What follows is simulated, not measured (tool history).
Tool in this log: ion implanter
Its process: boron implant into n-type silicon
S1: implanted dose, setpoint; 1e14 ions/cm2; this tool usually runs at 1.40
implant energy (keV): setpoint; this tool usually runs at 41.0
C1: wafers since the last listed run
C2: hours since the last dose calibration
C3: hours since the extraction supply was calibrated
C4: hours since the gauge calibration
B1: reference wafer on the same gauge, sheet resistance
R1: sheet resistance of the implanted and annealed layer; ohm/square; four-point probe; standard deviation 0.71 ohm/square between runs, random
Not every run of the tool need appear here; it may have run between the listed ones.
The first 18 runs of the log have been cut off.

{"run": 19, "hour": 212.6, "S1": 1.64, "implant energy (keV)": 54.0, "C1": 321, "C2": 2102.3, "C3": 5255.6, "C4": 524.9, "B1": 392.84, "R1": 402.22}
{"run": 20, "hour": 232.1, "S1": 1.2, "implant energy (keV)": 41.0, "C1": 580, "C2": 2121.8, "C3": 5275.1, "C4": 544.4, "B1": 392.97, "R1": 527.94}
{"hour": 246.1, "done": "extraction supply calibrated"}
{"run": 21, "hour": 246.6, "S1": 1.56, "implant energy (keV)": 52.0, "C1": 193, "C2": 2136.3, "C3": 0.5, "C4": 558.9, "B1": 393.33, "R1": 420.42}
{"run": 22, "hour": 248.8, "S1": 1.58, "implant energy (keV)": 27.0, "C1": 65, "C2": 2138.5, "C3": 2.7, "C4": 561.1, "B1": 393.18, "R1": 462.93}
{"run": 23, "hour": 257.0, "S1": 1.2, "implant energy (keV)": 41.0, "C1": 244, "C2": 2146.7, "C3": 10.9, "C4": 569.3, "B1": 393.13, "R1": 528.83}
{"run": 24, "hour": 274.4, "S1": 1.72, "implant energy (keV)": 51.5, "C1": 518, "C2": 2164.1, "C3": 28.3, "C4": 586.7, "B1": 392.97, "R1": 390.8}
{"run": 25, "hour": 291.2, "S1": 1.4, "implant energy (keV)": 34.5, "C1": 500, "C2": 2180.9, "C3": 45.1, "C4": 603.5, "B1": 393.14, "R1": 487.42}
{"hour": 306.3, "done": "Faraday cup replaced and dose calibrated"}
{"run": 26, "hour": 306.8, "S1": 1.1, "implant energy (keV)": 41.0, "C1": 226, "C2": 0.5, "C3": 60.7, "C4": 619.1, "B1": 392.76, "R1": 544.45}
{"hour": 307.1, "done": "gauge calibrated"}
{"run": 27, "hour": 319.1, "S1": 1.82, "implant energy (keV)": 48.5, "C1": 366, "C2": 12.8, "C3": 73.0, "C4": 12.0, "B1": 393.19, "R1": 368.08}
{"run": 28, "hour": 326.8, "S1": 1.4, "implant energy (keV)": 41.0, "C1": 229, "C2": 20.5, "C3": 80.7, "C4": 19.7, "B1": 393.03, "R1": 457.43}
{"run": 29, "hour": 337.6, "S1": 1.07, "implant energy (keV)": 50.0, "C1": 321, "C2": 31.3, "C3": 91.5, "C4": 30.5, "B1": 392.92, "R1": 538.02}
{"run": 30, "hour": 348.3, "S1": 1.59, "implant energy (keV)": 36.5, "C1": 318, "C2": 42.0, "C3": 102.2, "C4": 41.2, "B1": 392.78, "R1": 424.9}
{"run": 31, "hour": 363.5, "S1": 1.57, "implant energy (keV)": 52.0, "C1": 452, "C2": 57.2, "C3": 117.4, "C4": 56.4, "B1": 392.96, "R1": 405.2}
{"run": 32, "hour": 373.2, "S1": 1.14, "implant energy (keV)": 34.5, "C1": 288, "C2": 66.9, "C3": 127.1, "C4": 66.1, "B1": 393.17, "R1": 547.85}
{"run": 33, "hour": 380.1, "S1": 1.05, "implant energy (keV)": 41.0, "C1": 205, "C2": 73.8, "C3": 134.0, "C4": 73.0, "B1": 393.01, "R1": 564.28}
{"run": 34, "hour": 391.3, "S1": 1.77, "implant energy (keV)": 41.0, "C1": 333, "C2": 85.0, "C3": 145.2, "C4": 84.2, "B1": 392.99, "R1": 386.15}
{"run": 35, "hour": 399.1, "S1": 1.4, "implant energy (keV)": 41.0, "C1": 232, "C2": 92.8, "C3": 153.0, "C4": 92.0, "B1": 392.82, "R1": 458.91}
{"run": 36, "hour": 410.7, "S1": 1.02, "implant energy (keV)": 28.0, "C1": 345, "C2": 104.4, "C3": 164.6, "C4": 103.6, "B1": 392.91, "R1": 619.07}

5 options for the next run, each taken on its own from the tool as it stands now. Forecast them:
{"run": "A", "hour": 411.1, "S1": 1.76, "implant energy (keV)": 41.0, "C1": 11, "C2": 104.8, "C3": 165.0, "C4": 104.0, "B1": "?", "R1": "?"}
{"run": "B", "hour": 411.1, "S1": 1.65, "implant energy (keV)": 50.0, "C1": 11, "C2": 104.8, "C3": 165.0, "C4": 104.0, "B1": "?", "R1": "?"}
{"run": "C", "hour": 411.1, "S1": 1.63, "implant energy (keV)": 54.0, "C1": 11, "C2": 104.8, "C3": 165.0, "C4": 104.0, "B1": "?", "R1": "?"}
{"run": "D", "hour": 411.1, "S1": 1.75, "implant energy (keV)": 55.0, "C1": 11, "C2": 104.8, "C3": 165.0, "C4": 104.0, "B1": "?", "R1": "?"}
{"run": "E", "hour": 411.1, "S1": 1.71, "implant energy (keV)": 41.0, "C1": 11, "C2": 104.8, "C3": 165.0, "C4": 104.0, "B1": "?", "R1": "?"}

run=A B1=393.14 R1=386.88
run=B B1=393.14 R1=393.42
run=C B1=393.14 R1=392.02
run=D B1=393.14 R1=371.28
run=E B1=393.14 R1=395.27
Had the tool no hidden state, the same runs would have come out as:
run=A R1=386.71
run=B R1=393.24
run=C R1=391.85
run=D R1=371.12
run=E R1=395.09
